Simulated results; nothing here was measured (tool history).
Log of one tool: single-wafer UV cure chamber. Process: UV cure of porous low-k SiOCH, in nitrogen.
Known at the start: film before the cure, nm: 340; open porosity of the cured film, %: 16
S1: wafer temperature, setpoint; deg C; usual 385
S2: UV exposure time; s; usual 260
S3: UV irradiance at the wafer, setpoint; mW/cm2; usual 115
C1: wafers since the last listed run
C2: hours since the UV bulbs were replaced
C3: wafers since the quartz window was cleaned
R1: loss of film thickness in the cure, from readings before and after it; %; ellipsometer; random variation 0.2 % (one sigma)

| run | hour | S1 | S2 | S3 | C1 | C2 | C3 | R1 |
|---|---|---|---|---|---|---|---|---|
| 1 | 0 | 401 | 260 | 115 | 0 | 1167 | 9 | 11.474 |
| 2 | 78.4 | 385 | 260 | 115 | 837 | 1245.4 | 847 | 11.53 |
| 3 | 124.9 | 385 | 260 | 115 | 496 | 1291.9 | 1344 | 11.598 |
| 4 | 216.8 | 385 | 260 | 115 | 981 | 1383.8 | 2325 | 10.877 |
| 5 | 320.5 | 385 | 260 | 115 | 1107 | 1487.5 | 3433 | 11.232 |
| 6 | 384.9 | 372 | 140 | 115 | 687 | 1551.9 | 4121 | 8.428 |
|  | 398.9 | quartz window cleaned |
| 7 | 478.9 | 372 | 140 | 115 | 918 | 1645.9 | 854 | 8.506 |
| 8 | 571.7 | 385 | 260 | 115 | 991 | 1738.7 | 1845 | 11.178 |
| 9 | 659.5 | 385 | 260 | 115 | 937 | 1826.5 | 2783 | 11.348 |
| 10 | 706 | 385 | 260 | 115 | 496 | 1873 | 3280 | 11.154 |
|  | 773.3 | quartz window cleaned |
| 11 | 807.9 | 385 | 310 | 115 | 1003 | 1974.9 | 369 | 12.184 |
| 12 | 905.7 | 385 | 310 | 115 | 1044 | 2072.7 | 1414 | 11.731 |
| 13 | 971 | 385 | 310 | 115 | 697 | 2138 | 2112 | 12.495 |
| 14 | 1038.4 | 379 | 315 | 131 | 719 | 2205.4 | 2831 | 12.429 |
| 15 | 1138.6 | 393 | 380 | 101 | 1070 | 2305.6 | 3902 | 12.358 |
|  | 1193 | quartz window cleaned |
| 16 | 1227.1 | 385 | 260 | 115 | 859 | 2394.1 | 364 | 11.371 |
| 17 | 1294.4 | 385 | 260 | 115 | 718 | 2461.4 | 1083 | 11.121 |
|  | 1322.1 | UV bulbs replaced |
| 18 | 1389.7 | 385 | 260 | 115 | 932 | 67.6 | 2015 | 10.915 |
| 19 | 1463.1 | 374 | 395 | 115 | 784 | 141 | 2799 | 12.817 |
| 20 | 1533.4 | 385 | 260 | 115 | 750 | 211.3 | 3550 | 11.409 |
|  | 1558.7 | quartz window cleaned |
| 21 | 1624.4 | 368 | 120 | 115 | 886 | 302.3 | 702 | 7.796 |
| 22 | 1674.9 | 402 | 190 | 131 | 539 | 352.8 | 1241 | 10.634 |
| 23 | 1711.6 | 372 | 260 | 115 | 392 | 389.5 | 1633 | 10.792 |
| 24 | 1806.1 | 385 | 260 | 151 | 1009 | 484 | 2643 | 12.511 |
| 25 | 1865.7 | 385 | 260 | 152 | 636 | 543.6 | 3279 | 12.572 |
| 26 | 1947.9 | 366 | 320 | 115 | 878 | 625.8 | 4157 | 11.939 |

4 ways to go on from here, each from the tool as it stands after run 26. What would each give?
| A | 1948.4 | 369 | 260 | 115 | 5 | 626.3 | 4163 | ? |
| B | 1948.4 | 370 | 260 | 140 | 5 | 626.3 | 4163 | ? |
| C | 1948.4 | 397 | 385 | 115 | 5 | 626.3 | 4163 | ? |
| D | 1948.4 | 377 | 260 | 115 | 5 | 626.3 | 4163 | ? |

| run | R1 |
|---|---|
| A | 10.939 |
| B | 11.8 |
| C | 13.135 |
| D | 11.08 |
Without the tool's hidden state the same runs would have given:
| run | R1 |
|---|---|
| A | 10.939 |
| B | 11.8 |
| C | 13.135 |
| D | 11.08 |
